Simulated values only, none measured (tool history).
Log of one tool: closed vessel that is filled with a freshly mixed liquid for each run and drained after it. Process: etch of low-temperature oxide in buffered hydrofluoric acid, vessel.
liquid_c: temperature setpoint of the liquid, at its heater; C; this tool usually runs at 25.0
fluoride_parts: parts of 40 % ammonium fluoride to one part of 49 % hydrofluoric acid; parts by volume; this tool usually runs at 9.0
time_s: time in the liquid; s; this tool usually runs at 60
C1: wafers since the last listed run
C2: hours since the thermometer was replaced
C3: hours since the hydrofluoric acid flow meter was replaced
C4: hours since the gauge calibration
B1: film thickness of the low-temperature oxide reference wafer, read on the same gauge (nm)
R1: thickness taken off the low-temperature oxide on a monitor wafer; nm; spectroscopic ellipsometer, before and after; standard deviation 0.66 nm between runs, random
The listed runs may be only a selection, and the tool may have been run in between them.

{"run": 1, "hour": 0.0, "liquid_c": 25.0, "fluoride_parts": 7.0, "time_s": 60, "C1": 0, "C2": 1579.6, "C3": 1168.0, "C4": 216.3, "B1": 60.01, "R1": 165.97}
{"run": 2, "hour": 82.6, "liquid_c": 25.0, "fluoride_parts": 11.5, "time_s": 50, "C1": 10298, "C2": 1662.2, "C3": 1250.6, "C4": 298.9, "B1": 59.99, "R1": 86.11}
{"run": 3, "hour": 112.4, "liquid_c": 25.0, "fluoride_parts": 11.5, "time_s": 50, "C1": 3715, "C2": 1692.0, "C3": 1280.4, "C4": 328.7, "B1": 59.98, "R1": 86.47}
{"run": 4, "hour": 124.8, "liquid_c": 25.0, "fluoride_parts": 11.5, "time_s": 50, "C1": 1545, "C2": 1704.4, "C3": 1292.8, "C4": 341.1, "B1": 59.96, "R1": 87.01}
{"run": 5, "hour": 143.3, "liquid_c": 25.0, "fluoride_parts": 9.0, "time_s": 60, "C1": 2306, "C2": 1722.9, "C3": 1311.3, "C4": 359.6, "B1": 60.0, "R1": 126.91}
{"run": 6, "hour": 162.3, "liquid_c": 25.0, "fluoride_parts": 9.0, "time_s": 60, "C1": 2368, "C2": 1741.9, "C3": 1330.3, "C4": 378.6, "B1": 59.98, "R1": 125.75}
{"run": 7, "hour": 180.4, "liquid_c": 25.0, "fluoride_parts": 9.0, "time_s": 60, "C1": 2256, "C2": 1760.0, "C3": 1348.4, "C4": 396.7, "B1": 60.0, "R1": 125.8}
{"hour": 183.0, "done": "gauge calibrated"}
{"run": 8, "hour": 194.0, "liquid_c": 25.0, "fluoride_parts": 9.0, "time_s": 60, "C1": 1695, "C2": 1773.6, "C3": 1362.0, "C4": 11.0, "B1": 59.97, "R1": 126.44}
{"run": 9, "hour": 209.2, "liquid_c": 25.0, "fluoride_parts": 7.0, "time_s": 80, "C1": 1895, "C2": 1788.8, "C3": 1377.2, "C4": 26.2, "B1": 60.03, "R1": 222.31}
{"run": 10, "hour": 233.6, "liquid_c": 25.0, "fluoride_parts": 7.0, "time_s": 80, "C1": 3042, "C2": 1813.2, "C3": 1401.6, "C4": 50.6, "B1": 60.0, "R1": 218.72}
{"run": 11, "hour": 266.1, "liquid_c": 20.5, "fluoride_parts": 6.5, "time_s": 70, "C1": 4051, "C2": 1845.7, "C3": 1434.1, "C4": 83.1, "B1": 60.01, "R1": 161.54}
{"hour": 273.1, "done": "hydrofluoric acid flow meter replaced"}
{"hour": 290.1, "done": "thermometer replaced"}
{"run": 12, "hour": 290.6, "liquid_c": 20.5, "fluoride_parts": 10.0, "time_s": 30, "C1": 2805, "C2": 0.5, "C3": 17.5, "C4": 107.6, "B1": 59.95, "R1": 46.18}
{"run": 13, "hour": 304.9, "liquid_c": 25.0, "fluoride_parts": 9.0, "time_s": 60, "C1": 1782, "C2": 14.8, "C3": 31.8, "C4": 121.9, "B1": 60.02, "R1": 126.16}
{"run": 14, "hour": 320.4, "liquid_c": 25.0, "fluoride_parts": 9.0, "time_s": 85, "C1": 1932, "C2": 30.3, "C3": 47.3, "C4": 137.4, "B1": 59.97, "R1": 178.35}
{"run": 15, "hour": 348.3, "liquid_c": 25.0, "fluoride_parts": 11.5, "time_s": 50, "C1": 3478, "C2": 58.2, "C3": 75.2, "C4": 165.3, "B1": 60.0, "R1": 85.84}
{"run": 16, "hour": 372.6, "liquid_c": 25.0, "fluoride_parts": 9.0, "time_s": 60, "C1": 3029, "C2": 82.5, "C3": 99.5, "C4": 189.6, "B1": 60.01, "R1": 126.66}
{"run": 17, "hour": 395.5, "liquid_c": 25.0, "fluoride_parts": 11.0, "time_s": 60, "C1": 2855, "C2": 105.4, "C3": 122.4, "C4": 212.5, "B1": 59.99, "R1": 108.34}
{"run": 18, "hour": 410.9, "liquid_c": 26.5, "fluoride_parts": 7.0, "time_s": 60, "C1": 1919, "C2": 120.8, "C3": 137.8, "C4": 227.9, "B1": 60.02, "R1": 178.84}
{"run": 19, "hour": 436.6, "liquid_c": 21.0, "fluoride_parts": 9.0, "time_s": 35, "C1": 3204, "C2": 146.5, "C3": 163.5, "C4": 253.6, "B1": 59.97, "R1": 59.02}
{"run": 20, "hour": 534.4, "liquid_c": 25.0, "fluoride_parts": 11.5, "time_s": 40, "C1": 12193, "C2": 244.3, "C3": 261.3, "C4": 351.4, "B1": 59.97, "R1": 68.71}

Give the tool's hidden conditions for every run:
liquid hotter than its thermometer reads (K): 0 across all the runs
hydrofluoric acid flow below the setpoint (%): 0 across all the runs
gauge reads high (%): 0 across all the runs
